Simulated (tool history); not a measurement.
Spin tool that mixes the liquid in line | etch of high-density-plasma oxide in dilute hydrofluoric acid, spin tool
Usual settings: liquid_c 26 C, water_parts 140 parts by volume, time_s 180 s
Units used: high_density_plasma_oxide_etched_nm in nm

run	day	liquid_c	water_parts	time_s	read-back film thickness of the high-density-plasma oxide reference wafer, read on the same gauge (nm)	high_density_plasma_oxide_etched_nm
1	0	23.5	140	180	120	6.32
2	0.396	26	140	180	119.97	6.91
3	0.658	26	140	180	119.98	6.82
4	0.95	26	140	180	120	7.05
5	1.333	30	140	180	120	8.09
6	1.879	30	140	180	120	8.02
7	2.408	26	140	180	120	6.87
8	2.912	26	140	180	120	6.97
9	3.375	26	140	260	120.01	10.14
10	3.817	26	140	260	119.99	10.11
11	4.129	26	140	210	119.98	8.29
12	4.438	26	140	210	119.99	8.16
13	5.042	26	140	210	120	8.33
14	5.358	26	140	180	120.02	7.09
15	5.942	28	180	110	120	3.48
16	6.596	29.5	140	250	120.01	11.2
17	6.971	29	175	180	120.01	6.12
18	7.279	26	95	140	120	8.5
19	8.025	27.5	100	285	120	17.71
20	8.346	26	140	180	120.01	7.21
21	9.004	28.5	140	150	120	6.54
22	9.746	30.5	105	95	120.02	6.15
23	10.258	26	140	180	119.99	6.37
24	10.671	28.5	140	280	120.01	10.85
25	11.192	26	190	120	120.02	2.94
26	11.779	26	140	180	120.01	6.34
27	12.142	28.5	175	75	120	2.24
28	12.854	26	140	180	119.99	6.33
29	13.179	26	95	140	120	7.83
30	13.85	28	180	110	120.01	3.13
31	14.592	22.5	140	180	119.99	5.58

The log once held 3 entries between its listed runs, left out of this copy. Where does each go, and what is different about the tool's unlogged condition between the listed run before it and the listed run after it?
After run 20, before run 21: gauge calibrated (day 8.408)
  hydrofluoric acid flow above the setpoint (%): 11.6 -> 11.8
  difference, measured minus the result without the unlogged condition, high_density_plasma_oxide_etched_nm: +0.86 -> +0.81 nm
After run 21, before run 22: thermometer replaced (day 9.129)
  hydrofluoric acid flow above the setpoint (%): 11.8 -> 12
  difference, measured minus the result without the unlogged condition, high_density_plasma_oxide_etched_nm: +0.81 -> +0.75 nm
After run 22, before run 23: hydrofluoric acid flow meter replaced (day 9.821)
  hydrofluoric acid flow above the setpoint (%): 12 -> 0.39
  difference, measured minus the result without the unlogged condition, high_density_plasma_oxide_etched_nm: +0.75 -> +0.03 nm
